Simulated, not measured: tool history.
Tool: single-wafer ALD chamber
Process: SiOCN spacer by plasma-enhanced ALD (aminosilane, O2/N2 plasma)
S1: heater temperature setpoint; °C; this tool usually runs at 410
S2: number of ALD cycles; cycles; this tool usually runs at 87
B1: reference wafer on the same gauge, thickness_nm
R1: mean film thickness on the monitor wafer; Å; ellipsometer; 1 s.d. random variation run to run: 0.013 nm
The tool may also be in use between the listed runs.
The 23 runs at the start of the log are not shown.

run   hour   S1   S2     B1     R1
 24  322.4  423  100  5.416  59.19
 25  329.5  417   87   5.42  52.39
 26  336.7  405   96  5.418  60.45
 27    350  401  100   5.42  63.53
 28  366.4  406   79   5.42  49.24
 29  375.2  410   87  5.419  53.83
 30  383.5  399   92  5.422   58.7
 31  413.4  396  100  5.419  63.59
 32    437  398   87  5.422  55.64

Run 33 has not been measured yet. What should we expect?
 33  452.6  410  87   ?   ?

Run 33 yielded B1 5.422, R1 53.42 Å.
If the tool had no hidden condition, the same run with the same run-to-run variation would have returned R1 53.42 Å.

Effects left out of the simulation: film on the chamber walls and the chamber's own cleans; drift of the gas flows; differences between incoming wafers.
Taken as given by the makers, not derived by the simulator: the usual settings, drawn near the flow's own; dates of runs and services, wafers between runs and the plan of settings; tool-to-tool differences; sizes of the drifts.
